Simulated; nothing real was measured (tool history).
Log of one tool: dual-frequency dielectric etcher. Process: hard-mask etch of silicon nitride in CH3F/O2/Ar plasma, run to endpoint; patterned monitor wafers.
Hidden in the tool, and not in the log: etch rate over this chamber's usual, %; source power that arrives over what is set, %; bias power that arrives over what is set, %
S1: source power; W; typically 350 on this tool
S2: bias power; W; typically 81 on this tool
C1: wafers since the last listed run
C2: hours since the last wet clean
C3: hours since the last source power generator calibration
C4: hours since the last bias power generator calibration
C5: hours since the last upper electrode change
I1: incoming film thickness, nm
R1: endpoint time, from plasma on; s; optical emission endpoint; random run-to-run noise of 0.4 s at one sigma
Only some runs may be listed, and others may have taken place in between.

| run | hour | S1 | S2 | C1 | C2 | C3 | C4 | C5 | I1 | R1 |
|---|---|---|---|---|---|---|---|---|---|---|
| 1 | 0 | 350 | 81 | 0 | 462.3 | 851.8 | 1620.9 | 1598.6 | 34.06 | 51 |
|  | 164.3 | wet clean of the chamber |
| 2 | 164.8 | 350 | 81 | 1470 | 0.5 | 1016.6 | 1785.7 | 1763.4 | 33.82 | 49.8 |
| 3 | 242.4 | 350 | 81 | 810 | 78.1 | 1094.2 | 1863.3 | 1841 | 33.74 | 51 |
| 4 | 339 | 350 | 81 | 1009 | 174.7 | 1190.8 | 1959.9 | 1937.6 | 33.88 | 51.3 |
| 5 | 398.2 | 350 | 81 | 618 | 233.9 | 1250 | 2019.1 | 1996.8 | 34.04 | 50.6 |
| 6 | 441.4 | 350 | 96 | 451 | 277.1 | 1293.2 | 2062.3 | 2040 | 33.6 | 49.2 |
| 7 | 511.7 | 350 | 96 | 734 | 347.4 | 1363.5 | 2132.6 | 2110.3 | 33.55 | 48.1 |
| 8 | 552.9 | 350 | 96 | 430 | 388.6 | 1404.7 | 2173.8 | 2151.5 | 33.9 | 48.5 |
| 9 | 610 | 420 | 81 | 596 | 445.7 | 1461.8 | 2230.9 | 2208.6 | 33.88 | 47.4 |
|  | 697.6 | wet clean of the chamber |
| 10 | 698.1 | 420 | 81 | 669 | 0.5 | 1549.9 | 2319 | 2296.7 | 34.13 | 48 |
| 11 | 782.5 | 320 | 81 | 881 | 84.9 | 1634.3 | 2403.4 | 2381.1 | 33.9 | 53.5 |
| 12 | 823.5 | 320 | 81 | 428 | 125.9 | 1675.3 | 2444.4 | 2422.1 | 33.93 | 52.9 |
|  | 850.9 | upper electrode replaced |
| 13 | 903.1 | 320 | 81 | 580 | 205.5 | 1754.9 | 2524 | 52.2 | 34.18 | 52.5 |
| 14 | 1002.7 | 290 | 99 | 1040 | 305.1 | 1854.5 | 2623.6 | 151.8 | 33.72 | 52.2 |
|  | 1048.3 | source power generator calibrated |
| 15 | 1070.2 | 380 | 70 | 663 | 372.6 | 21.9 | 2691.1 | 219.3 | 33.71 | 50.1 |
| 16 | 1150.6 | 270 | 81 | 839 | 453 | 102.3 | 2771.5 | 299.7 | 33.62 | 56.3 |
| 17 | 1237.4 | 350 | 81 | 906 | 539.8 | 189.1 | 2858.3 | 386.5 | 33.48 | 51 |
| 18 | 1281.9 | 350 | 81 | 464 | 584.3 | 233.6 | 2902.8 | 431 | 33.41 | 50.4 |
|  | 1335.9 | wet clean of the chamber |
| 19 | 1346.7 | 310 | 99 | 426 | 10.8 | 298.4 | 2967.6 | 495.8 | 34.02 | 51.1 |
| 20 | 1415.5 | 400 | 68 | 718 | 79.6 | 367.2 | 3036.4 | 564.6 | 34 | 49.6 |
| 21 | 1462.8 | 390 | 72 | 494 | 126.9 | 414.5 | 3083.7 | 611.9 | 33.85 | 49.9 |
| 22 | 1533.4 | 320 | 70 | 737 | 197.5 | 485.1 | 3154.3 | 682.5 | 33.72 | 53.4 |
|  | 1586 | bias power generator calibrated |
| 23 | 1600.3 | 350 | 81 | 657 | 264.4 | 552 | 14.3 | 749.4 | 34 | 51.5 |
| 24 | 1644.3 | 430 | 66 | 459 | 308.4 | 596 | 58.3 | 793.4 | 33.73 | 47.9 |
| 25 | 1749 | 350 | 81 | 1093 | 413.1 | 700.7 | 163 | 898.1 | 33.96 | 50.8 |
| 26 | 1807.4 | 350 | 81 | 610 | 471.5 | 759.1 | 221.4 | 956.5 | 33.99 | 50.7 |
| 27 | 1885.1 | 350 | 89 | 811 | 549.2 | 836.8 | 299.1 | 1034.2 | 34.09 | 50.5 |
|  | 1918 | wet clean of the chamber |
| 28 | 1965.2 | 350 | 81 | 585 | 47.2 | 916.9 | 379.2 | 1114.3 | 34.05 | 51.8 |
| 29 | 2037.2 | 350 | 81 | 752 | 119.2 | 988.9 | 451.2 | 1186.3 | 33.4 | 49.5 |
| 30 | 2278.7 | 440 | 99 | 2522 | 360.7 | 1230.4 | 692.7 | 1427.8 | 33.72 | 44.3 |
| 31 | 2358.2 | 440 | 69 | 830 | 440.2 | 1309.9 | 772.2 | 1507.3 | 33.56 | 46.6 |
| 32 | 2413.7 | 420 | 66 | 579 | 495.7 | 1365.4 | 827.7 | 1562.8 | 33.79 | 49.5 |
| 33 | 2481 | 320 | 94 | 702 | 563 | 1432.7 | 895 | 1630.1 | 34.2 | 51.8 |
|  | 2522.8 | wet clean of the chamber |
| 34 | 2552.4 | 280 | 63 | 495 | 29.6 | 1504.1 | 966.4 | 1701.5 | 33.76 | 58.3 |

Describe how what the log doesn't record of the tool's condition differs between the last listed run preceding each entry between runs and the first listed run following it.
Runs 1 to 2: wet clean of the chamber (hour 164.3)
  nothing in the hidden state changes from one run to the other
Runs 9 to 10: wet clean of the chamber (hour 697.6)
  nothing in the hidden state changes from one run to the other
Runs 12 to 13: upper electrode replaced (hour 850.9)
  nothing in the hidden state changes from one run to the other
Runs 14 to 15: source power generator calibrated (hour 1048.3)
  nothing in the hidden state changes from one run to the other
Runs 18 to 19: wet clean of the chamber (hour 1335.9)
  nothing in the hidden state changes from one run to the other
Runs 22 to 23: bias power generator calibrated (hour 1586)
  nothing in the hidden state changes from one run to the other
Runs 27 to 28: wet clean of the chamber (hour 1918)
  nothing in the hidden state changes from one run to the other
Runs 33 to 34: wet clean of the chamber (hour 2522.8)
  nothing in the hidden state changes from one run to the other

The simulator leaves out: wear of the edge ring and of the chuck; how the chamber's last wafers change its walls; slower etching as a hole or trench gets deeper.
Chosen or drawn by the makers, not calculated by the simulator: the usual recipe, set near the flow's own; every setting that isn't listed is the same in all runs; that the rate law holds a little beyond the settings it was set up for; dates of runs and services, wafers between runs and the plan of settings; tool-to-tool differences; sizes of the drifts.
